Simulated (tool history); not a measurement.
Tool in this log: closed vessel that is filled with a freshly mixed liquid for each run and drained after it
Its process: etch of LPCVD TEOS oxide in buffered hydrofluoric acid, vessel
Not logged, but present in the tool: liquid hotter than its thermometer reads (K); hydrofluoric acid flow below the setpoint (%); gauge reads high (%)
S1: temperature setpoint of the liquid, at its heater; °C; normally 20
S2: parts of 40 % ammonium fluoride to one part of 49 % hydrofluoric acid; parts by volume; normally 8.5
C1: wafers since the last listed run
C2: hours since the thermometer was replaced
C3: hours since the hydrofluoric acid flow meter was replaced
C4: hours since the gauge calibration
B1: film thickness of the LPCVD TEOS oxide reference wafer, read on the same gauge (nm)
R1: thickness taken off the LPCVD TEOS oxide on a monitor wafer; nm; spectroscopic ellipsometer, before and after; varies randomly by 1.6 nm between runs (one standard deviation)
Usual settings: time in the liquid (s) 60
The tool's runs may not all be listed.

{"run": 1, "hour": 0.0, "S1": 20, "S2": 8.5, "time in the liquid (s)": 60, "C1": 0, "C2": 44.3, "C3": 707.9, "C4": 787.2, "B1": 69.99, "R1": 171.36}
{"hour": 26.1, "done": "gauge calibrated"}
{"run": 2, "hour": 80.7, "S1": 20, "S2": 8.5, "time in the liquid (s)": 60, "C1": 8310, "C2": 125, "C3": 788.6, "C4": 54.6, "B1": 70, "R1": 170.75}
{"run": 3, "hour": 105.5, "S1": 20, "S2": 8.5, "time in the liquid (s)": 60, "C1": 2553, "C2": 149.8, "C3": 813.4, "C4": 79.4, "B1": 70.01, "R1": 169.86}
{"run": 4, "hour": 137.7, "S1": 20, "S2": 8.5, "time in the liquid (s)": 60, "C1": 3315, "C2": 182, "C3": 845.6, "C4": 111.6, "B1": 69.96, "R1": 169.74}
{"run": 5, "hour": 170.3, "S1": 20, "S2": 7, "time in the liquid (s)": 60, "C1": 3357, "C2": 214.6, "C3": 878.2, "C4": 144.2, "B1": 69.96, "R1": 203.64}
{"run": 6, "hour": 189.6, "S1": 20, "S2": 7, "time in the liquid (s)": 60, "C1": 1987, "C2": 233.9, "C3": 897.5, "C4": 163.5, "B1": 70.03, "R1": 202.31}
{"run": 7, "hour": 206.7, "S1": 20, "S2": 7, "time in the liquid (s)": 60, "C1": 1760, "C2": 251, "C3": 914.6, "C4": 180.6, "B1": 70.03, "R1": 205.6}
{"run": 8, "hour": 229.5, "S1": 20, "S2": 8.5, "time in the liquid (s)": 60, "C1": 2347, "C2": 273.8, "C3": 937.4, "C4": 203.4, "B1": 70.04, "R1": 166.71}
{"run": 9, "hour": 255.9, "S1": 20, "S2": 8.5, "time in the liquid (s)": 60, "C1": 2718, "C2": 300.2, "C3": 963.8, "C4": 229.8, "B1": 69.99, "R1": 169.61}
{"run": 10, "hour": 331.7, "S1": 20, "S2": 7, "time in the liquid (s)": 70, "C1": 7805, "C2": 376, "C3": 1039.6, "C4": 305.6, "B1": 69.96, "R1": 232.95}
{"run": 11, "hour": 349.0, "S1": 20, "S2": 11.5, "time in the liquid (s)": 60, "C1": 1781, "C2": 393.3, "C3": 1056.9, "C4": 322.9, "B1": 70.01, "R1": 125.98}
{"hour": 361.9, "done": "hydrofluoric acid flow meter replaced"}
{"run": 12, "hour": 375.7, "S1": 18, "S2": 10.5, "time in the liquid (s)": 40, "C1": 2646, "C2": 420, "C3": 13.8, "C4": 349.6, "B1": 69.99, "R1": 79.45}
{"run": 13, "hour": 405.4, "S1": 18.5, "S2": 8.5, "time in the liquid (s)": 50, "C1": 3058, "C2": 449.7, "C3": 43.5, "C4": 379.3, "B1": 69.98, "R1": 124.12}
{"run": 14, "hour": 439.3, "S1": 20, "S2": 8.5, "time in the liquid (s)": 30, "C1": 3490, "C2": 483.6, "C3": 77.4, "C4": 413.2, "B1": 69.98, "R1": 81.07}
{"run": 15, "hour": 469.3, "S1": 20, "S2": 8.5, "time in the liquid (s)": 60, "C1": 3089, "C2": 513.6, "C3": 107.4, "C4": 443.2, "B1": 69.96, "R1": 160.08}
{"run": 16, "hour": 496.5, "S1": 23.5, "S2": 5, "time in the liquid (s)": 90, "C1": 2800, "C2": 540.8, "C3": 134.6, "C4": 470.4, "B1": 70.07, "R1": 473.49}
{"run": 17, "hour": 528.0, "S1": 20, "S2": 9.5, "time in the liquid (s)": 75, "C1": 3243, "C2": 572.3, "C3": 166.1, "C4": 501.9, "B1": 70.02, "R1": 182.82}
{"run": 18, "hour": 543.3, "S1": 17, "S2": 8.5, "time in the liquid (s)": 60, "C1": 1575, "C2": 587.6, "C3": 181.4, "C4": 517.2, "B1": 69.99, "R1": 133.69}
{"run": 19, "hour": 564.3, "S1": 24.5, "S2": 6.5, "time in the liquid (s)": 75, "C1": 2162, "C2": 608.6, "C3": 202.4, "C4": 538.2, "B1": 69.96, "R1": 320.44}
{"run": 20, "hour": 577.4, "S1": 20, "S2": 8.5, "time in the liquid (s)": 60, "C1": 1348, "C2": 621.7, "C3": 215.5, "C4": 551.3, "B1": 69.98, "R1": 156.08}
{"run": 21, "hour": 608.5, "S1": 17, "S2": 9.5, "time in the liquid (s)": 45, "C1": 3202, "C2": 652.8, "C3": 246.6, "C4": 582.4, "B1": 69.98, "R1": 89.82}
{"hour": 615.1, "done": "hydrofluoric acid flow meter replaced, repeated, since the last time left the tool worse"}
{"run": 22, "hour": 643.5, "S1": 20, "S2": 7, "time in the liquid (s)": 60, "C1": 3501, "C2": 687.8, "C3": 28.4, "C4": 617.4, "B1": 69.95, "R1": 225.27}
{"run": 23, "hour": 661.3, "S1": 18, "S2": 8.5, "time in the liquid (s)": 60, "C1": 1832, "C2": 705.6, "C3": 46.2, "C4": 635.2, "B1": 69.99, "R1": 158.93}
{"run": 24, "hour": 679.9, "S1": 20, "S2": 8.5, "time in the liquid (s)": 60, "C1": 1915, "C2": 724.2, "C3": 64.8, "C4": 653.8, "B1": 69.98, "R1": 182.5}
{"run": 25, "hour": 701.8, "S1": 20, "S2": 8.5, "time in the liquid (s)": 60, "C1": 2255, "C2": 746.1, "C3": 86.7, "C4": 675.7, "B1": 69.97, "R1": 177.5}
{"run": 26, "hour": 728.4, "S1": 17, "S2": 8.5, "time in the liquid (s)": 85, "C1": 2739, "C2": 772.7, "C3": 113.3, "C4": 702.3, "B1": 70.03, "R1": 214.45}
{"hour": 737.0, "done": "gauge calibrated"}
{"run": 27, "hour": 747.1, "S1": 23.5, "S2": 8.5, "time in the liquid (s)": 40, "C1": 1925, "C2": 791.4, "C3": 132, "C4": 10.1, "B1": 69.98, "R1": 144.57}
{"run": 28, "hour": 777.4, "S1": 20, "S2": 6, "time in the liquid (s)": 45, "C1": 3120, "C2": 821.7, "C3": 162.3, "C4": 40.4, "B1": 69.96, "R1": 190.99}
{"run": 29, "hour": 799.3, "S1": 20, "S2": 8.5, "time in the liquid (s)": 60, "C1": 2255, "C2": 843.6, "C3": 184.2, "C4": 62.3, "B1": 70.06, "R1": 179.75}
{"run": 30, "hour": 826.4, "S1": 24, "S2": 12, "time in the liquid (s)": 30, "C1": 2790, "C2": 870.7, "C3": 211.3, "C4": 89.4, "B1": 70.05, "R1": 80.11}
{"run": 31, "hour": 846.6, "S1": 20, "S2": 6.5, "time in the liquid (s)": 90, "C1": 2080, "C2": 890.9, "C3": 231.5, "C4": 109.6, "B1": 70.02, "R1": 352.05}
{"run": 32, "hour": 861.8, "S1": 20, "S2": 8.5, "time in the liquid (s)": 70, "C1": 1565, "C2": 906.1, "C3": 246.7, "C4": 124.8, "B1": 69.97, "R1": 206.88}

Some steps in R1 between neighbouring runs. How much of each would the tool show without its hidden state too (settings, what came in, random variation), and how much is left for the hidden state, with any gauge scatter that isn't in both results?
Run 15 -> 16: S1 20 -> 23.5, S2 8.5 -> 5, time in the liquid (s) 60 -> 90. R1 +313.41 nm: hidden state -46.85, all else +360.26.
Run 16 -> 17: S1 23.5 -> 20, S2 5 -> 9.5, time in the liquid (s) 90 -> 75. R1 -290.67 nm: hidden state +40.58, all else -331.25.
Run 18 -> 19: S1 17 -> 24.5, S2 8.5 -> 6.5, time in the liquid (s) 60 -> 75. R1 +186.75 nm: hidden state -38.19, all else +224.94.
Run 30 -> 31: S1 24 -> 20, S2 12 -> 6.5, time in the liquid (s) 30 -> 90. R1 +271.94 nm: hidden state -4.71, all else +276.65.
